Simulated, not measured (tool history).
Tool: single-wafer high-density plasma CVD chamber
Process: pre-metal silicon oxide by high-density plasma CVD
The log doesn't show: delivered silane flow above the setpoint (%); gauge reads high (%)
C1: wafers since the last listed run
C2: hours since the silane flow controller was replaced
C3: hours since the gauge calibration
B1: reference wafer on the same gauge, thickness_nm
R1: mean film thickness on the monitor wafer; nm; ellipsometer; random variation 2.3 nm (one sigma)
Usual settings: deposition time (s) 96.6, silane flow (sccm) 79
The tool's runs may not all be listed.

run 1 hour=0 | deposition_time_(s)=106.3 silane_flow_(sccm)=79 | C1=0 C2=3467.9 C3=494.9 | B1=782.486 | R1=837.904
run 2 hour=102.5 | deposition_time_(s)=111.1 silane_flow_(sccm)=79 | C1=1781 C2=3570.4 C3=597.4 | B1=781.682 | R1=872.857
run 3 hour=151.6 | deposition_time_(s)=110.3 silane_flow_(sccm)=75 | C1=853 C2=3619.5 C3=646.5 | B1=781.743 | R1=822.73
run 4 hour=232.8 | deposition_time_(s)=110.3 silane_flow_(sccm)=75 | C1=1411 C2=3700.7 C3=727.7 | B1=782.448 | R1=827.114
run 5 hour=338 | deposition_time_(s)=111.8 silane_flow_(sccm)=91 | C1=1828 C2=3805.9 C3=832.9 | B1=782.091 | R1=1013.995
run 6 hour=441.3 | deposition_time_(s)=111.8 silane_flow_(sccm)=91 | C1=1795 C2=3909.2 C3=936.2 | B1=782.308 | R1=1009.913
run 7 hour=544.4 | deposition_time_(s)=96.6 silane_flow_(sccm)=79 | C1=1791 C2=4012.3 C3=1039.3 | B1=781.578 | R1=760.247
run 8 hour=641.2 | deposition_time_(s)=96.6 silane_flow_(sccm)=79 | C1=1682 C2=4109.1 C3=1136.1 | B1=782.497 | R1=753.649
run 9 hour=700.3 | deposition_time_(s)=96.6 silane_flow_(sccm)=79 | C1=1027 C2=4168.2 C3=1195.2 | B1=781.967 | R1=755.531
run 10 hour=772.9 | deposition_time_(s)=96.6 silane_flow_(sccm)=72 | C1=1261 C2=4240.8 C3=1267.8 | B1=781.519 | R1=685.491
run 11 hour=848.6 | deposition_time_(s)=96.6 silane_flow_(sccm)=79 | C1=1315 C2=4316.5 C3=1343.5 | B1=781.686 | R1=754.563
run 12 hour=917.8 | deposition_time_(s)=96.6 silane_flow_(sccm)=79 | C1=1202 C2=4385.7 C3=1412.7 | B1=782.09 | R1=752.534
run 13 hour=1002.7 | deposition_time_(s)=96.6 silane_flow_(sccm)=79 | C1=1475 C2=4470.6 C3=1497.6 | B1=781.548 | R1=753.17
run 14 hour=1100.2 | deposition_time_(s)=88 silane_flow_(sccm)=66 | C1=1694 C2=4568.1 C3=1595.1 | B1=782.3 | R1=574.911
run 15 hour=1197.6 | deposition_time_(s)=105.2 silane_flow_(sccm)=70 | C1=1692 C2=4665.5 C3=1692.5 | B1=782.305 | R1=728.94
-- hour=1222.7 gauge calibrated
run 16 hour=1274.3 | deposition_time_(s)=96.6 silane_flow_(sccm)=79 | C1=1332 C2=4742.2 C3=51.6 | B1=781.716 | R1=749.461
run 17 hour=1381.7 | deposition_time_(s)=91.6 silane_flow_(sccm)=84 | C1=1866 C2=4849.6 C3=159 | B1=782.126 | R1=760.528
-- hour=1426.4 silane flow controller replaced
run 18 hour=1450.1 | deposition_time_(s)=88.4 silane_flow_(sccm)=65 | C1=1049 C2=23.7 C3=227.4 | B1=782.145 | R1=587.295
run 19 hour=1497.9 | deposition_time_(s)=96.6 silane_flow_(sccm)=79 | C1=830 C2=71.5 C3=275.2 | B1=782.312 | R1=779.32
run 20 hour=1535.2 | deposition_time_(s)=104.9 silane_flow_(sccm)=92 | C1=648 C2=108.8 C3=312.5 | B1=781.841 | R1=988.846
run 21 hour=1613.1 | deposition_time_(s)=96.6 silane_flow_(sccm)=79 | C1=1353 C2=186.7 C3=390.4 | B1=782.077 | R1=783.207
run 22 hour=1650.3 | deposition_time_(s)=96.6 silane_flow_(sccm)=79 | C1=646 C2=223.9 C3=427.6 | B1=781.831 | R1=777.799
run 23 hour=1704.7 | deposition_time_(s)=96.6 silane_flow_(sccm)=89 | C1=945 C2=278.3 C3=482 | B1=782.026 | R1=879.215
run 24 hour=1899 | deposition_time_(s)=96.6 silane_flow_(sccm)=79 | C1=3376 C2=472.6 C3=676.3 | B1=782.096 | R1=776.452
run 25 hour=1967.1 | deposition_time_(s)=108.8 silane_flow_(sccm)=70 | C1=1183 C2=540.7 C3=744.4 | B1=781.74 | R1=775.484
run 26 hour=2050.8 | deposition_time_(s)=89.5 silane_flow_(sccm)=79 | C1=1454 C2=624.4 C3=828.1 | B1=781.896 | R1=721.309

Forecast each of these 3 alternatives for the next run:
run A hour=2051.2 | deposition_time_(s)=96.6 silane_flow_(sccm)=93 | C1=6 C2=624.8 C3=828.5 | B1=? | R1=?
run B hour=2051.2 | deposition_time_(s)=87.5 silane_flow_(sccm)=71 | C1=6 C2=624.8 C3=828.5 | B1=? | R1=?
run C hour=2051.2 | deposition_time_(s)=103.2 silane_flow_(sccm)=70 | C1=6 C2=624.8 C3=828.5 | B1=? | R1=?

run=A B1=781.849 R1=915.659
run=B B1=781.849 R1=633.199
run=C B1=781.849 R1=736.294
Without the tool's hidden state the same runs would have given:
run=A R1=921.629
run=B R1=637.327
run=C R1=741.094

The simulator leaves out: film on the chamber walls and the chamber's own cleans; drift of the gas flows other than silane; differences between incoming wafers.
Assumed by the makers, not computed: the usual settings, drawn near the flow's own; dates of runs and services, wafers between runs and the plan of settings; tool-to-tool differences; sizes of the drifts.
